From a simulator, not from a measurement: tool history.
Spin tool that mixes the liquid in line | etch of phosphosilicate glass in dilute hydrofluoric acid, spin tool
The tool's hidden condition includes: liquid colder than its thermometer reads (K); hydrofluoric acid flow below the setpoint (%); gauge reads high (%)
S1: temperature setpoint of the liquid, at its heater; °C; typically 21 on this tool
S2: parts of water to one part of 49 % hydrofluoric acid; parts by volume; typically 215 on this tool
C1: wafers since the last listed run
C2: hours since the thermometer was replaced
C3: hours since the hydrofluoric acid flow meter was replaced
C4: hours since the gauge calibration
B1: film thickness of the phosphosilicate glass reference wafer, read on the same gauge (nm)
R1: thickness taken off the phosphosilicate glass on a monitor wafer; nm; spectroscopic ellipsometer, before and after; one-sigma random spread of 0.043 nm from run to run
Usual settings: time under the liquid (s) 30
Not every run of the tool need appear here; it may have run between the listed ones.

run 1 hour=0 | S1=21 S2=215 time_under_the_liquid_(s)=30 | C1=0 C2=747.6 C3=1709.2 C4=716.3 | B1=80 | R1=11.54
run 2 hour=64 | S1=21 S2=215 time_under_the_liquid_(s)=30 | C1=1030 C2=811.6 C3=1773.2 C4=780.3 | B1=80.01 | R1=11.54
run 3 hour=95.5 | S1=22 S2=215 time_under_the_liquid_(s)=30 | C1=507 C2=843.1 C3=1804.7 C4=811.8 | B1=80.02 | R1=12
run 4 hour=144.7 | S1=22 S2=215 time_under_the_liquid_(s)=30 | C1=791 C2=892.3 C3=1853.9 C4=861 | B1=80 | R1=11.95
run 5 hour=170.1 | S1=22 S2=215 time_under_the_liquid_(s)=30 | C1=408 C2=917.7 C3=1879.3 C4=886.4 | B1=80.01 | R1=12.02
run 6 hour=203 | S1=21 S2=215 time_under_the_liquid_(s)=30 | C1=529 C2=950.6 C3=1912.2 C4=919.3 | B1=79.99 | R1=11.55
run 7 hour=249.2 | S1=21 S2=160 time_under_the_liquid_(s)=25 | C1=743 C2=996.8 C3=1958.4 C4=965.5 | B1=79.99 | R1=13.56
run 8 hour=276.1 | S1=21 S2=160 time_under_the_liquid_(s)=25 | C1=433 C2=1023.7 C3=1985.3 C4=992.4 | B1=80.01 | R1=13.59
run 9 hour=340.1 | S1=18.5 S2=215 time_under_the_liquid_(s)=30 | C1=1030 C2=1087.7 C3=2049.3 C4=1056.4 | B1=79.97 | R1=10.51
run 10 hour=404.1 | S1=18.5 S2=215 time_under_the_liquid_(s)=30 | C1=1030 C2=1151.7 C3=2113.3 C4=1120.4 | B1=80.01 | R1=10.42
run 11 hour=610.4 | S1=18.5 S2=215 time_under_the_liquid_(s)=30 | C1=3320 C2=1358 C3=2319.6 C4=1326.7 | B1=80.01 | R1=10.37
-- hour=669 hydrofluoric acid flow meter replaced
run 12 hour=694.2 | S1=21 S2=215 time_under_the_liquid_(s)=30 | C1=1332 C2=1441.8 C3=25.2 C4=1410.5 | B1=79.99 | R1=11.84
run 13 hour=764.3 | S1=23.5 S2=215 time_under_the_liquid_(s)=30 | C1=1128 C2=1511.9 C3=95.3 C4=1480.6 | B1=79.99 | R1=12.93
run 14 hour=827.7 | S1=22.5 S2=215 time_under_the_liquid_(s)=40 | C1=1020 C2=1575.3 C3=158.7 C4=1544 | B1=80.01 | R1=16.74
run 15 hour=896.8 | S1=17 S2=300 time_under_the_liquid_(s)=45 | C1=1112 C2=1644.4 C3=227.8 C4=1613.1 | B1=80.05 | R1=10.04
run 16 hour=932.8 | S1=21 S2=215 time_under_the_liquid_(s)=30 | C1=579 C2=1680.4 C3=263.8 C4=1649.1 | B1=80.01 | R1=11.69
run 17 hour=957.5 | S1=17 S2=215 time_under_the_liquid_(s)=30 | C1=397 C2=1705.1 C3=288.5 C4=1673.8 | B1=80 | R1=10.07
run 18 hour=1016.4 | S1=21 S2=215 time_under_the_liquid_(s)=30 | C1=948 C2=1764 C3=347.4 C4=1732.7 | B1=80.03 | R1=11.67
-- hour=1061.6 gauge calibrated
run 19 hour=1064.7 | S1=25.5 S2=145 time_under_the_liquid_(s)=15 | C1=777 C2=1812.3 C3=395.7 C4=3.1 | B1=80 | R1=11.08
run 20 hour=1127.3 | S1=18.5 S2=215 time_under_the_liquid_(s)=30 | C1=1007 C2=1874.9 C3=458.3 C4=65.7 | B1=80.01 | R1=10.68
-- hour=1163.3 thermometer replaced
run 21 hour=1183.1 | S1=21 S2=215 time_under_the_liquid_(s)=30 | C1=882 C2=19.8 C3=514.1 C4=121.5 | B1=80.01 | R1=11.68
run 22 hour=1224.2 | S1=25 S2=170 time_under_the_liquid_(s)=40 | C1=661 C2=60.9 C3=555.2 C4=162.6 | B1=79.99 | R1=23.9
run 23 hour=1291.9 | S1=21 S2=320 time_under_the_liquid_(s)=30 | C1=1089 C2=128.6 C3=622.9 C4=230.3 | B1=79.97 | R1=7.11
run 24 hour=1327.4 | S1=21 S2=215 time_under_the_liquid_(s)=30 | C1=571 C2=164.1 C3=658.4 C4=265.8 | B1=80 | R1=11.71
run 25 hour=1376.1 | S1=22.5 S2=310 time_under_the_liquid_(s)=35 | C1=783 C2=212.8 C3=707.1 C4=314.5 | B1=79.99 | R1=9.11
run 26 hour=1504.3 | S1=22.5 S2=215 time_under_the_liquid_(s)=35 | C1=2063 C2=341 C3=835.3 C4=442.7 | B1=80.03 | R1=14.3
run 27 hour=1544.7 | S1=21 S2=215 time_under_the_liquid_(s)=20 | C1=650 C2=381.4 C3=875.7 C4=483.1 | B1=80.01 | R1=7.8
run 28 hour=1599.6 | S1=21 S2=215 time_under_the_liquid_(s)=30 | C1=883 C2=436.3 C3=930.6 C4=538 | B1=80.01 | R1=11.6
run 29 hour=1649.2 | S1=18.5 S2=285 time_under_the_liquid_(s)=35 | C1=798 C2=485.9 C3=980.2 C4=587.6 | B1=80.05 | R1=8.7
run 30 hour=1720 | S1=17.5 S2=270 time_under_the_liquid_(s)=15 | C1=1139 C2=556.7 C3=1051 C4=658.4 | B1=80.03 | R1=3.84
run 31 hour=1756.7 | S1=21 S2=215 time_under_the_liquid_(s)=30 | C1=590 C2=593.4 C3=1087.7 C4=695.1 | B1=80.02 | R1=11.67

For each run, what was the tool's unlogged condition?
liquid colder than its thermometer reads (K): 0 in every run
gauge reads high (%): 0 in every run
H1: hydrofluoric acid flow below the setpoint (%)
run=1 H1=2.25
run=2 H1=2.32
run=3 H1=2.36
run=4 H1=2.42
run=5 H1=2.44
run=6 H1=2.48
run=7 H1=2.54
run=8 H1=2.57
run=9 H1=2.64
run=10 H1=2.72
run=11 H1=2.96
run=12 H1=0.453
run=13 H1=0.534
run=14 H1=0.608
run=15 H1=0.688
run=16 H1=0.73
run=17 H1=0.758
run=18 H1=0.827
run=19 H1=0.883
run=20 H1=0.955
run=21 H1=1.02
run=22 H1=1.07
run=23 H1=1.15
run=24 H1=1.19
run=25 H1=1.24
run=26 H1=1.39
run=27 H1=1.44
run=28 H1=1.5
run=29 H1=1.56
run=30 H1=1.64
run=31 H1=1.69

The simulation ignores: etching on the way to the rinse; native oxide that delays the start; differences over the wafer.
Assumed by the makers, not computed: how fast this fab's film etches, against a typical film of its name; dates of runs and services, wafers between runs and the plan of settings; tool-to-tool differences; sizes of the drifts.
